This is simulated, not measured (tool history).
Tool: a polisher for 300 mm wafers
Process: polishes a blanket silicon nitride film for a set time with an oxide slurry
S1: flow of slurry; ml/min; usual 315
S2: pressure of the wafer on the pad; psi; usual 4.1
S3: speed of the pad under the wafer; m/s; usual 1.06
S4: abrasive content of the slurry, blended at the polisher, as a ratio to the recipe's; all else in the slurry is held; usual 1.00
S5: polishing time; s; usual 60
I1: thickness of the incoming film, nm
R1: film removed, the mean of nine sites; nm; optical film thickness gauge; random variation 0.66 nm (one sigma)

run   hour   S1   S2    S3    S4  S5     I1    R1
  1    0.0  315  4.1  1.06  1.00  60  352.5  54.6
      49.2  -- worn pad replaced by a new one
  2   53.0  315  4.1  1.06  1.00  60  362.9  54.4
      56.9  -- head pressure recalibrated
  3   89.9  315  4.1  1.06  1.00  60  364.3  53.5
      97.5  -- slurry blender recalibrated
  4  131.3  280  4.1  1.06  1.00  60  359.3  52.6
     179.2  -- slurry nozzle cleaned
  5  179.7  315  4.1  1.06  1.00  60  354.9  53.2
  6  232.0  315  4.1  1.06  1.00  60  359.0  52.8
     310.0  -- conditioning disc replaced and pad reconditioned
     318.3  -- worn pad replaced by a new one
     362.5  -- slurry blender recalibrated
  7  399.5  235  4.1  1.06  1.00  75  359.2  66.8
  8  432.2  315  4.1  1.06  1.00  60  364.5  54.2
  9  466.3  315  4.1  1.06  1.00  55  354.0  49.6
 10  524.5  315  4.1  1.06  1.00  60  356.5  55.0
     535.9  -- slurry nozzle cleaned
     565.3  -- worn pad replaced by a new one
     585.1  -- conditioning disc replaced and pad reconditioned
 11  585.6  315  4.1  1.06  1.00  60  354.8  53.5
     591.7  -- slurry blender recalibrated
 12  614.3  315  4.1  1.06  1.00  60  365.0  54.8
 13  654.7  370  3.2  1.32  1.15  60  358.9  58.6
 14  708.4  315  4.1  1.06  1.00  60  366.3  54.5
 15  740.0  280  5.1  0.72  1.10  60  360.2  49.4
     752.1  -- head pressure recalibrated
 16  795.1  260  4.1  1.36  0.75  60  354.6  60.0
     803.6  -- worn pad replaced by a new one
     834.9  -- slurry blender recalibrated
 17  842.8  315  4.1  1.06  1.00  60  358.7  57.0
     849.9  -- conditioning disc replaced and pad reconditioned
     858.1  -- slurry nozzle cleaned
 18  872.2  315  4.1  1.06  1.25  60  361.2  62.2
 19  931.7  315  4.8  1.06  1.00  60  364.2  66.6

Run 20 comes next. What will it give?
     980.8  -- head pressure recalibrated, repeated, since the last time left the tool worse
 20  994.9  315  3.3  0.76  1.10  70  360.2   ?

Run 20 gave R1 41.0 nm.
Without the tool's hidden state the same run would have given R1 40.8 nm.
